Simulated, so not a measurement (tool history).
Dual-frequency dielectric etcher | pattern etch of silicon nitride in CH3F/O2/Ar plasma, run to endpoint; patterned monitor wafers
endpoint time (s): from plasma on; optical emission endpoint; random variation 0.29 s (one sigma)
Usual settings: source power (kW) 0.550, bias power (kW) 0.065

run	hour	source power (kW)	bias power (kW)	incoming incoming film thickness, nm	endpoint time (s)
1	0.0	0.550	0.065	51.8	71.2
2	13.2	0.490	0.059	51.0	74.1
3	30.7	0.490	0.059	51.1	73.9
4	40.8	0.550	0.065	51.4	70.5
5	52.7	0.550	0.065	51.2	69.7
6	66.4	0.550	0.065	51.5	70.8
7	82.7	0.550	0.065	51.2	69.8
8	94.3	0.550	0.065	51.3	69.6
9	110.2	0.550	0.065	51.0	69.6
10	117.2	0.550	0.074	51.5	66.9
11	124.8	0.550	0.058	51.3	73.0
12	133.8	0.550	0.065	51.0	69.0
# hour 147.1: bias power generator calibrated
# hour 165.8: upper electrode replaced
13	166.3	0.550	0.065	51.3	69.7
14	166.6	0.550	0.065	51.6	69.1
15	169.4	0.550	0.065	51.3	69.1
# hour 180.5: source power generator calibrated
16	186.9	0.610	0.065	51.2	67.7
# hour 212.6: wet clean of the chamber
17	213.1	0.660	0.070	51.6	68.8
18	213.5	0.550	0.065	51.3	73.6
19	221.9	0.550	0.065	51.6	73.4
20	231.5	0.620	0.057	51.6	75.2
21	246.1	0.650	0.060	51.4	72.7
22	252.2	0.660	0.065	51.3	70.5
23	259.0	0.550	0.052	51.5	79.7
24	265.9	0.550	0.049	51.3	81.2
25	280.9	0.410	0.080	51.3	70.8
26	293.0	0.590	0.050	51.5	79.2
27	310.3	0.610	0.081	51.4	65.9
28	327.0	0.480	0.065	51.4	74.3
29	334.5	0.550	0.065	51.2	72.5
30	350.7	0.610	0.070	51.6	69.4
31	368.0	0.500	0.077	51.5	68.9

4 ways to go on from here, each from the tool as it stands after run 31. What would each give?
A	368.4	0.640	0.065	51.6	?
B	368.4	0.450	0.065	51.6	?
C	368.4	0.420	0.071	51.6	?
D	368.4	0.500	0.049	51.6	?

run	endpoint time (s)
A	70.5
B	75.4
C	73.8
D	82.0
Without the tool's hidden state the same runs would have given:
run	endpoint time (s)
A	70.9
B	75.8
C	74.2
D	82.5
